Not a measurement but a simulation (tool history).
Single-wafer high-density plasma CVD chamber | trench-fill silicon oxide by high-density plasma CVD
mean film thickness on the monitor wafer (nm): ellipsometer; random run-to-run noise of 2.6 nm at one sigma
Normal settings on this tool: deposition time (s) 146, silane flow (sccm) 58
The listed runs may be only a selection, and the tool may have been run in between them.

| run | hour | deposition time (s) | silane flow (sccm) | read-back reference wafer on the same gauge, thickness_nm | mean film thickness on the monitor wafer (nm) |
|---|---|---|---|---|---|
| 1 | 0 | 146 | 58 | 1056.674 | 858.873 |
| 2 | 28.6 | 146 | 58 | 1057.994 | 857.514 |
| 3 | 59.7 | 146 | 58 | 1057.669 | 860.478 |
| 4 | 95 | 146 | 58 | 1056.329 | 859.369 |
| 5 | 116.7 | 146 | 58 | 1057.511 | 858.944 |
| 6 | 148.4 | 146 | 58 | 1057 | 855.588 |
| 7 | 163.7 | 146 | 58 | 1057.582 | 856.978 |
| 8 | 198.5 | 146 | 58 | 1056.438 | 856.585 |
| 9 | 226.8 | 146 | 58 | 1057.503 | 857.398 |
| 10 | 246.2 | 160 | 64 | 1056.802 | 1042.054 |
| 11 | 302.8 | 160 | 64 | 1057.245 | 1037.471 |
|  | 333.3 | silane flow controller replaced |
| 12 | 333.8 | 160 | 64 | 1056.093 | 998.525 |
| 13 | 351.3 | 146 | 58 | 1057.691 | 828.64 |
| 14 | 378.9 | 146 | 58 | 1056.816 | 830.574 |
| 15 | 394.8 | 146 | 58 | 1057.006 | 826.162 |
| 16 | 418.7 | 146 | 58 | 1057.323 | 824.939 |
| 17 | 442.8 | 146 | 58 | 1057.005 | 825.764 |
|  | 449.4 | gauge calibrated |
| 18 | 468 | 146 | 58 | 1057.145 | 828.064 |
| 19 | 481.8 | 146 | 58 | 1056.862 | 826.673 |
| 20 | 505.6 | 126 | 67 | 1057.252 | 825.979 |
| 21 | 537.8 | 153 | 53 | 1057.06 | 789.58 |
| 22 | 555.3 | 173 | 49 | 1056.68 | 826.544 |
|  | 564.1 | silane flow controller replaced, repeated, since the last time left the tool worse |
| 23 | 586 | 131 | 58 | 1057.626 | 800.759 |
| 24 | 609.7 | 165 | 65 | 1056.628 | 1124.634 |
| 25 | 629.6 | 160 | 64 | 1057.986 | 1078.629 |
| 26 | 654.3 | 129 | 67 | 1056.771 | 909.603 |
| 27 | 667.9 | 135 | 49 | 1056.779 | 699.334 |
| 28 | 680 | 146 | 58 | 1058.075 | 892.597 |
| 29 | 708.9 | 119 | 51 | 1056.799 | 636.135 |
| 30 | 731.1 | 170 | 53 | 1056.639 | 946.848 |
| 31 | 757.1 | 146 | 61 | 1056.413 | 931.359 |
| 32 | 782 | 146 | 62 | 1057.716 | 947.015 |
| 33 | 799.3 | 146 | 68 | 1056.508 | 1032.87 |
| 34 | 819.1 | 146 | 58 | 1057.009 | 889.324 |
| 35 | 848.5 | 135 | 49 | 1056.347 | 685.828 |
| 36 | 872.2 | 146 | 58 | 1056.943 | 882.932 |
| 37 | 892.8 | 121 | 63 | 1056.563 | 794.547 |
| 38 | 925.9 | 146 | 58 | 1057.149 | 882.662 |

Each row is a separate what-if for the run after 38, all from the same tool condition, not one after another. Results?
| A | 926.3 | 146 | 47 | ? | ? |
| B | 926.3 | 127 | 68 | ? | ? |
| C | 926.3 | 146 | 53 | ? | ? |
| D | 926.3 | 161 | 66 | ? | ? |

| run | read-back reference wafer on the same gauge, thickness_nm | mean film thickness on the monitor wafer (nm) |
|---|---|---|
| A | 1056.539 | 710.164 |
| B | 1056.539 | 893.76 |
| C | 1056.539 | 800.824 |
| D | 1056.539 | 1099.71 |
With the hidden condition removed and each run's random variation left untouched, the same runs would have given:
| run | mean film thickness on the monitor wafer (nm) |
|---|---|
| A | 718.894 |
| B | 904.746 |
| C | 810.668 |
| D | 1113.227 |
